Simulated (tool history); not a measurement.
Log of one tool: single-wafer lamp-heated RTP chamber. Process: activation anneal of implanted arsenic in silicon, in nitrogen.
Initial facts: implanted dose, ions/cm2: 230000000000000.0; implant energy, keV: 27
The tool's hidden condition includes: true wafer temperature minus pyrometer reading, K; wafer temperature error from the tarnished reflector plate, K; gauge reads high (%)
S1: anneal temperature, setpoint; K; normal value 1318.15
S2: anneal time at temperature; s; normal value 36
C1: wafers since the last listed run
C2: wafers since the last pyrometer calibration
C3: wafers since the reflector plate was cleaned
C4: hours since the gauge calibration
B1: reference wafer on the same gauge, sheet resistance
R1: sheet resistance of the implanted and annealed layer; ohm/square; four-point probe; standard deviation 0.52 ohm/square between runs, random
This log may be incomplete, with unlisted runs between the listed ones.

Run 1, day 0: usual settings but S1 1305.15 K; C1 0; C2 4307; C3 5036; C4 213.1; B1 315.06. Result: R1 349.99 ohm/square.
Run 2, day 5.246: usual settings but S1 1305.15 K; C1 1018; C2 5326; C3 6054; C4 339; B1 314.95. Result: R1 349.48 ohm/square.
Run 3, day 7.371: usual settings but S1 1305.15 K; C1 412; C2 5738; C3 6467; C4 390; B1 315.02. Result: R1 349.48 ohm/square.
Run 4, day 9.617: usual settings; C1 436; C2 6174; C3 6903; C4 443.9; B1 315.06. Result: R1 347.33 ohm/square.
At day 10.154: pyrometer window cleaned and pyrometer calibrated.
Run 5, day 10.683: usual settings; C1 142; C2 102; C3 7045; C4 469.5; B1 315.11. Result: R1 349.11 ohm/square.
At day 13.838: reflector plate cleaned.
Run 6, day 13.858: usual settings; C1 551; C2 654; C3 3; C4 545.7; B1 315.04. Result: R1 349.53 ohm/square.
Run 7, day 14.712: usual settings but S1 1297.15 K; C1 165; C2 820; C3 169; C4 566.2; B1 315.09. Result: R1 352.6 ohm/square.
At day 15.962: gauge calibrated.
Run 8, day 16.208: usual settings but S1 1297.15 K; C1 290; C2 1111; C3 460; C4 5.9; B1 314.83. Result: R1 351.85 ohm/square.
Run 9, day 17.554: usual settings but S1 1335.15 K, S2 43 s; C1 261; C2 1372; C3 721; C4 38.2; B1 314.74. Result: R1 344.82 ohm/square.
Run 10, day 19.025: usual settings but S1 1346.15 K, S2 17 s; C1 285; C2 1658; C3 1007; C4 73.5; B1 314.99. Result: R1 349.62 ohm/square.
Run 11, day 21.588: usual settings but S1 1345.15 K; C1 497; C2 2155; C3 1504; C4 135; B1 315.13. Result: R1 343.26 ohm/square.
Run 12, day 24.096: usual settings; C1 487; C2 2642; C3 1991; C4 195.2; B1 315.2. Result: R1 348.57 ohm/square.
Run 13, day 25.267: usual settings but S2 57 s; C1 227; C2 2870; C3 2219; C4 223.3; B1 314.99. Result: R1 345.08 ohm/square.
Run 14, day 27.196: usual settings but S1 1333.15 K, S2 17 s; C1 374; C2 3244; C3 2593; C4 269.6; B1 314.91. Result: R1 351.04 ohm/square.
Run 15, day 28.633: usual settings but S1 1304.15 K, S2 23 s; C1 279; C2 3523; C3 2873; C4 304.1; B1 314.88. Result: R1 352.21 ohm/square.
Run 16, day 29.638: usual settings; C1 195; C2 3718; C3 3068; C4 328.2; B1 315.02. Result: R1 348.43 ohm/square.

State the hidden condition of the tool at each of the runs:
wafer temperature error from the tarnished reflector plate, K: 0, the same for each run
gauge reads high (%): 0, the same for each run
H1: true wafer temperature minus pyrometer reading, K
run    H1
  1  6.66
  2  9.31
  3  10.5
  4  11.9
  5  2.04
  6  2.18
  7  2.25
  8  2.41
  9   2.6
 10  2.84
 11  3.37
 12  4.02
 13  4.37
 14     5
 15  5.52
 16  5.91

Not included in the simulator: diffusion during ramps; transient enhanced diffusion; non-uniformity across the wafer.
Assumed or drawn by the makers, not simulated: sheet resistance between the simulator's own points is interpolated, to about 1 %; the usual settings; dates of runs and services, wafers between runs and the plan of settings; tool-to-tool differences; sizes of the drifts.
